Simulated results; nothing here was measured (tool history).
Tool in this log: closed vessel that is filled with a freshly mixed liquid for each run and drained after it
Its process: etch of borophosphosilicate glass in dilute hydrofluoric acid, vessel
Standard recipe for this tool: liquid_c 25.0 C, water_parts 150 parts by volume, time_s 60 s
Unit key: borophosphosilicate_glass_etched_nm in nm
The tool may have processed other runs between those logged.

run   hour  liquid_c  water_parts  time_s  read-back film thickness of the borophosphosilicate glass reference wafer, read on the same gauge (nm)  borophosphosilicate_glass_etched_nm
  1    0.0      25.0          150      60                                                                                                  148.07                                19.10
       1.0  -- hydrofluoric acid flow meter replaced
  2   35.9      25.0          150      60                                                                                                  147.84                                19.12
  3  104.2      25.0          125      35                                                                                                  147.51                                13.87
  4  161.4      27.0          150      60                                                                                                  147.11                                20.54
  5  231.5      27.0          150      60                                                                                                  146.73                                20.55
  6  266.4      27.0          150      60                                                                                                  146.50                                20.57
  7  329.0      25.0          150      60                                                                                                  146.16                                19.01
  8  379.7      25.0          150      60                                                                                                  145.82                                18.86
     436.3  -- thermometer replaced
  9  442.7      27.0          150      60                                                                                                  145.45                                20.24
 10  469.5      22.0          150      60                                                                                                  145.27                                16.71
     491.5  -- hydrofluoric acid flow meter replaced
 11  512.8      27.5          100      60                                                                                                  144.97                                33.18
 12  570.0      26.5           80      90                                                                                                  144.65                                61.48
     590.3  -- gauge calibrated
 13  612.8      25.0          150      35                                                                                                  149.46                                11.28
 14  662.8      22.0          115      60                                                                                                  149.11                                23.26
 15  702.6      22.0          185      30                                                                                                  148.88                                 6.75
 16  771.4      27.0          150      60                                                                                                  148.54                                20.76

For each run, the measured value with the value that run would have given without the tool's hidden condition subtracted. The run-to-run variation is shared by both, the gauge scatter possibly not:
Unlogged tool condition in this case: liquid hotter than its thermometer reads (K); hydrofluoric acid flow below the setpoint (%); gauge reads high (%).
run  borophosphosilicate_glass_etched_nm
  1                                -0.25
  2                                -0.27
  3                                -0.24
  4                                -0.40
  5                                -0.46
  6                                -0.49
  7                                -0.50
  8                                -0.54
  9                                -0.63
 10                                -0.55
 11                                -1.14
 12                                -2.27
 13                                -0.04
 14                                -0.13
 15                                -0.05
 16                                -0.21
